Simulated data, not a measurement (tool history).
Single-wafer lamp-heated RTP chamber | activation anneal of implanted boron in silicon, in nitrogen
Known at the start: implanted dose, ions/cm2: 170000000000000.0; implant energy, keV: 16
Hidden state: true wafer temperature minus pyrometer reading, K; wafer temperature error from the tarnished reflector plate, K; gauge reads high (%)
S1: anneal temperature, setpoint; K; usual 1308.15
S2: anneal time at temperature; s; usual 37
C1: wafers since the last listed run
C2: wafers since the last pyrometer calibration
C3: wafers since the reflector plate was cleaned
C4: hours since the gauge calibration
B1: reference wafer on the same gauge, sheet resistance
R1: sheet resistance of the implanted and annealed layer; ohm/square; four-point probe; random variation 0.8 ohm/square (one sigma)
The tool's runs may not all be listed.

Run 1, hour 0.0: usual settings; C1 0; C2 5308; C3 8038; C4 286.9; B1 578.25. Result: R1 531.63 ohm/square.
Run 2, hour 56.0: usual settings; C1 802; C2 6111; C3 8841; C4 342.9; B1 577.78. Result: R1 533.57 ohm/square.
Run 3, hour 124.7: usual settings; C1 985; C2 7096; C3 9826; C4 411.6; B1 577.57. Result: R1 529.78 ohm/square.
Run 4, hour 153.6: usual settings; C1 414; C2 7510; C3 10241; C4 440.5; B1 577.24. Result: R1 532.19 ohm/square.
At hour 173.8: reflector plate cleaned.
At hour 199.1: pyrometer window cleaned and pyrometer calibrated.
Run 5, hour 224.4: usual settings; C1 785; C2 362; C3 610; C4 511.3; B1 577.07. Result: R1 531.66 ohm/square.
Run 6, hour 388.1: usual settings but S1 1332.15 K, S2 47 s; C1 2347; C2 2709; C3 2957; C4 675.0; B1 575.64. Result: R1 528.10 ohm/square.
Run 7, hour 440.6: usual settings; C1 752; C2 3462; C3 3710; C4 727.5; B1 575.36. Result: R1 528.66 ohm/square.
Run 8, hour 477.9: usual settings; C1 534; C2 3997; C3 4245; C4 764.8; B1 575.12. Result: R1 529.19 ohm/square.
Run 9, hour 526.3: usual settings; C1 693; C2 4691; C3 4939; C4 813.2; B1 574.33. Result: R1 527.60 ohm/square.
Run 10, hour 583.5: usual settings; C1 820; C2 5511; C3 5759; C4 870.4; B1 573.86. Result: R1 528.77 ohm/square.
Run 11, hour 645.1: usual settings; C1 883; C2 6394; C3 6642; C4 932.0; B1 573.04. Result: R1 528.16 ohm/square.
Run 12, hour 673.3: usual settings; C1 404; C2 6799; C3 7046; C4 960.2; B1 572.89. Result: R1 528.20 ohm/square.
Run 13, hour 722.5: usual settings; C1 705; C2 7504; C3 7752; C4 1009.4; B1 572.33. Result: R1 526.88 ohm/square.
At hour 787.6: pyrometer window cleaned and pyrometer calibrated.
Run 14, hour 788.3: usual settings; C1 828; C2 9; C3 8581; C4 1075.2; B1 571.45. Result: R1 525.31 ohm/square.
Run 15, hour 847.4: usual settings; C1 847; C2 857; C3 9428; C4 1134.3; B1 570.39. Result: R1 524.84 ohm/square.
Run 16, hour 914.0: usual settings; C1 954; C2 1812; C3 10383; C4 1200.9; B1 569.46. Result: R1 524.97 ohm/square.
At hour 965.3: reflector plate cleaned.
Run 17, hour 968.7: usual settings but S1 1337.15 K, S2 57 s; C1 669; C2 2481; C3 49; C4 1255.6; B1 568.61. Result: R1 519.67 ohm/square.
Run 18, hour 1018.6: usual settings but S1 1316.15 K, S2 18 s; C1 715; C2 3197; C3 764; C4 1305.5; B1 567.96. Result: R1 525.01 ohm/square.
At hour 1063.7: gauge calibrated.
Run 19, hour 1064.2: usual settings; C1 653; C2 3851; C3 1418; C4 0.5; B1 578.09. Result: R1 531.33 ohm/square.
Run 20, hour 1115.7: usual settings but S2 15 s; C1 738; C2 4589; C3 2156; C4 52.0; B1 578.53. Result: R1 534.28 ohm/square.
Run 21, hour 1180.0: usual settings but S2 50 s; C1 921; C2 5511; C3 3078; C4 116.3; B1 578.41. Result: R1 531.39 ohm/square.
Run 22, hour 1213.8: usual settings but S2 17 s; C1 484; C2 5996; C3 3563; C4 150.1; B1 578.28. Result: R1 532.79 ohm/square.
Run 23, hour 1285.7: usual settings but S1 1290.15 K; C1 1030; C2 7026; C3 4594; C4 222.0; B1 578.14. Result: R1 533.87 ohm/square.
Run 24, hour 1315.9: usual settings but S1 1322.15 K; C1 433; C2 7459; C3 5027; C4 252.2; B1 578.34. Result: R1 530.32 ohm/square.
At hour 1358.0: pyrometer window cleaned and pyrometer calibrated.
Run 25, hour 1358.5: usual settings but S1 1280.15 K, S2 20 s; C1 496; C2 6; C3 5523; C4 294.8; B1 577.85. Result: R1 536.17 ohm/square.
Run 26, hour 1412.3: usual settings but S1 1337.15 K, S2 54 s; C1 771; C2 777; C3 6294; C4 348.6; B1 577.87. Result: R1 527.32 ohm/square.

Run 27 comes next. What will it give?
Run 27, hour 1580.9: usual settings but S1 1316.15 K, S2 29 s; C1 2417; C2 3195; C3 8712; C4 517.2; B1 ?. Result: R1 ?.

B1: 576.75
R1: 531.30 ohm/square
Without the tool's hidden state the same run would have given R1 533.40 ohm/square.
